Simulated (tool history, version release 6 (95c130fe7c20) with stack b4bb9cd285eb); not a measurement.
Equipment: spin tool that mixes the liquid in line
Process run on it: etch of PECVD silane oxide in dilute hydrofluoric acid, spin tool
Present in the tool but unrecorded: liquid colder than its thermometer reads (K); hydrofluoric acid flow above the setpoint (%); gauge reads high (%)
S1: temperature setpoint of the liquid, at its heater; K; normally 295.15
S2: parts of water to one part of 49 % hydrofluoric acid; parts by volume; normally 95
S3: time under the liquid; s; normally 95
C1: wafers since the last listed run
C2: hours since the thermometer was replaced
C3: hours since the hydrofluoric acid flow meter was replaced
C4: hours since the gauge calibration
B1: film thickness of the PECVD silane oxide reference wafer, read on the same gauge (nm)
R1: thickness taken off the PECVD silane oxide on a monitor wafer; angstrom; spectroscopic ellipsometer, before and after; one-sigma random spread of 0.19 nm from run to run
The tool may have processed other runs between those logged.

run,hour,S1,S2,S3,C1,C2,C3,C4,B1,R1
1,0.0,295.15,95,95,0,829.3,613.7,349.0,145.98,223.3
2,32.8,295.15,125,95,189,862.1,646.5,381.8,145.84,162.4
3,77.5,295.15,125,95,258,906.8,691.2,426.5,145.67,160.4
4,101.3,297.65,95,95,137,930.6,715.0,450.3,145.64,241.3
5,119.6,295.15,95,110,105,948.9,733.3,468.6,145.56,252.2
6,135.3,295.15,95,110,90,964.6,749.0,484.3,145.52,255.5
7,159.4,295.15,95,95,139,988.7,773.1,508.4,145.48,221.4
8,192.0,295.15,95,95,188,1021.3,805.7,541.0,145.41,221.8
9,218.7,295.15,95,95,154,1048.0,832.4,567.7,145.34,220.4
10,247.1,295.15,95,95,164,1076.4,860.8,596.1,145.31,215.9
11,268.4,295.15,95,95,123,1097.7,882.1,617.4,145.24,220.1
12,296.1,295.15,95,115,160,1125.4,909.8,645.1,145.24,269.7
13,313.9,295.15,95,115,103,1143.2,927.6,662.9,145.22,265.1
# hour 336.5: hydrofluoric acid flow meter replaced
14,338.8,297.15,65,95,138,1168.1,2.3,687.8,145.22,361.7
# hour 352.5: gauge calibrated
15,367.0,297.15,65,95,163,1196.3,30.5,14.5,149.72,374.9
16,383.9,298.15,65,140,97,1213.2,47.4,31.4,149.43,580.9
17,419.5,298.65,95,95,206,1248.8,83.0,67.0,148.91,255.6
18,452.3,295.15,95,145,189,1281.6,115.8,99.8,148.43,349.2
19,470.3,298.65,65,95,104,1299.6,133.8,117.8,148.21,390.1
20,486.1,295.15,95,145,91,1315.4,149.6,133.6,148.05,342.8
21,518.1,295.15,95,95,185,1347.4,181.6,165.6,147.72,227.0
22,540.0,295.15,95,95,126,1369.3,203.5,187.5,147.52,222.1
# hour 557.6: thermometer replaced
23,566.1,293.15,55,55,145,8.5,229.6,213.6,147.32,215.5
24,590.2,290.15,140,125,139,32.6,253.7,237.7,147.13,154.9
25,622.6,293.65,140,50,187,65.0,286.1,270.1,146.92,71.6
26,637.6,295.15,95,95,86,80.0,301.1,285.1,146.83,220.7
27,666.5,295.15,60,115,167,108.9,330.0,314.0,146.67,439.7
28,690.3,299.15,80,145,137,132.7,353.8,337.8,146.56,483.1
29,718.3,295.15,130,125,162,160.7,381.8,365.8,146.44,206.5
30,738.8,298.65,50,70,118,181.2,402.3,386.3,146.35,379.4
31,768.9,299.15,80,125,174,211.3,432.4,416.4,146.27,413.6
32,783.5,297.15,65,95,84,225.9,447.0,431.0,146.20,365.4

Consider 5 possible next runs. They are alternatives, not a sequence: every one starts from the tool as it was left by run 32. What does each give?
A,783.9,295.15,115,95,2,226.3,447.4,431.4,?,?
B,783.9,290.65,110,135,2,226.3,447.4,431.4,?,?
C,783.9,295.15,95,55,2,226.3,447.4,431.4,?,?
D,783.9,295.15,95,70,2,226.3,447.4,431.4,?,?
E,783.9,292.65,95,95,2,226.3,447.4,431.4,?,?

run,B1,R1
A,146.18,177.6
B,146.18,220.7
C,146.18,127.4
D,146.18,162.1
E,146.18,198.6
Take away the tool's hidden state, keep each run's random variation, and the runs would have read:
run,R1
A,182.2
B,226.4
C,130.7
D,166.3
E,203.8

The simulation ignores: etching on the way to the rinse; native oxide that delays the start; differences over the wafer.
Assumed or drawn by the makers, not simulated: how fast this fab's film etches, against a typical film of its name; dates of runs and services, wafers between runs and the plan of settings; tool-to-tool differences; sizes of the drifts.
